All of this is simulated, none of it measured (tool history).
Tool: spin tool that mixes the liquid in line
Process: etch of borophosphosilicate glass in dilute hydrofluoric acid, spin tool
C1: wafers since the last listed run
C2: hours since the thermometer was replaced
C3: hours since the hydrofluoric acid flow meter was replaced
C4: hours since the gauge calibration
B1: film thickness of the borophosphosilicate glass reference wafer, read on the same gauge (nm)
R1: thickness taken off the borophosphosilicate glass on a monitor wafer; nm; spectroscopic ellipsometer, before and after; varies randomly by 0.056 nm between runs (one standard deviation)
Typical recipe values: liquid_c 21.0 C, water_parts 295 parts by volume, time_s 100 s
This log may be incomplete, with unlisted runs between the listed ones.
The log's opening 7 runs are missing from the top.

run 8 hour=508.0 | liquid_c=21.0 water_parts=295 time_s=100 | C1=346 C2=1090.2 C3=263.2 C4=136.3 | B1=80.03 | R1=16.99
run 9 hour=551.0 | liquid_c=21.0 water_parts=355 time_s=125 | C1=243 C2=1133.2 C3=306.2 C4=179.3 | B1=80.00 | R1=16.72
run 10 hour=631.1 | liquid_c=21.0 water_parts=355 time_s=125 | C1=453 C2=1213.3 C3=386.3 C4=259.4 | B1=80.03 | R1=16.71
run 11 hour=669.7 | liquid_c=21.0 water_parts=355 time_s=125 | C1=218 C2=1251.9 C3=424.9 C4=298.0 | B1=79.96 | R1=16.76
-- hour=692.2 thermometer replaced
run 12 hour=733.0 | liquid_c=21.0 water_parts=295 time_s=100 | C1=352 C2=40.8 C3=488.2 C4=361.3 | B1=79.98 | R1=17.61
run 13 hour=822.0 | liquid_c=18.5 water_parts=390 time_s=100 | C1=503 C2=129.8 C3=577.2 C4=450.3 | B1=79.98 | R1=11.19
run 14 hour=902.6 | liquid_c=18.0 water_parts=360 time_s=100 | C1=455 C2=210.4 C3=657.8 C4=530.9 | B1=80.03 | R1=12.11
run 15 hour=1002.1 | liquid_c=21.0 water_parts=295 time_s=100 | C1=562 C2=309.9 C3=757.3 C4=630.4 | B1=80.02 | R1=17.32
run 16 hour=1074.7 | liquid_c=17.0 water_parts=180 time_s=60 | C1=410 C2=382.5 C3=829.9 C4=703.0 | B1=79.99 | R1=16.25
run 17 hour=1133.0 | liquid_c=18.0 water_parts=345 time_s=65 | C1=329 C2=440.8 C3=888.2 C4=761.3 | B1=80.01 | R1=8.31
run 18 hour=1238.8 | liquid_c=23.5 water_parts=190 time_s=55 | C1=598 C2=546.6 C3=994.0 C4=867.1 | B1=79.98 | R1=17.93
run 19 hour=1322.4 | liquid_c=21.0 water_parts=295 time_s=100 | C1=472 C2=630.2 C3=1077.6 C4=950.7 | B1=80.01 | R1=17.30
run 20 hour=1375.4 | liquid_c=21.0 water_parts=250 time_s=100 | C1=299 C2=683.2 C3=1130.6 C4=1003.7 | B1=79.99 | R1=21.12
run 21 hour=1448.6 | liquid_c=17.5 water_parts=420 time_s=120 | C1=414 C2=756.4 C3=1203.8 C4=1076.9 | B1=80.01 | R1=11.53
run 22 hour=1541.5 | liquid_c=17.0 water_parts=210 time_s=55 | C1=525 C2=849.3 C3=1296.7 C4=1169.8 | B1=80.02 | R1=12.29
run 23 hour=1623.7 | liquid_c=21.0 water_parts=295 time_s=100 | C1=465 C2=931.5 C3=1378.9 C4=1252.0 | B1=80.02 | R1=17.01
run 24 hour=1676.0 | liquid_c=25.5 water_parts=295 time_s=130 | C1=295 C2=983.8 C3=1431.2 C4=1304.3 | B1=80.02 | R1=26.02
-- hour=1696.4 thermometer replaced
run 25 hour=1728.4 | liquid_c=21.0 water_parts=295 time_s=100 | C1=290 C2=32.0 C3=1483.6 C4=1356.7 | B1=80.00 | R1=17.49
run 26 hour=1812.1 | liquid_c=25.5 water_parts=295 time_s=80 | C1=473 C2=115.7 C3=1567.3 C4=1440.4 | B1=80.00 | R1=16.35
run 27 hour=1876.3 | liquid_c=24.0 water_parts=295 time_s=100 | C1=363 C2=179.9 C3=1631.5 C4=1504.6 | B1=80.00 | R1=19.39

For run 28, what comes out?
run 28 hour=1943.7 | liquid_c=21.0 water_parts=445 time_s=155 | C1=381 C2=247.3 C3=1698.9 C4=1572.0 | B1=? | R1=?

Logged for run 28: B1 80.02, R1 15.85 nm.
Had the tool carried no hidden state, the very same run would have given R1 16.05 nm.
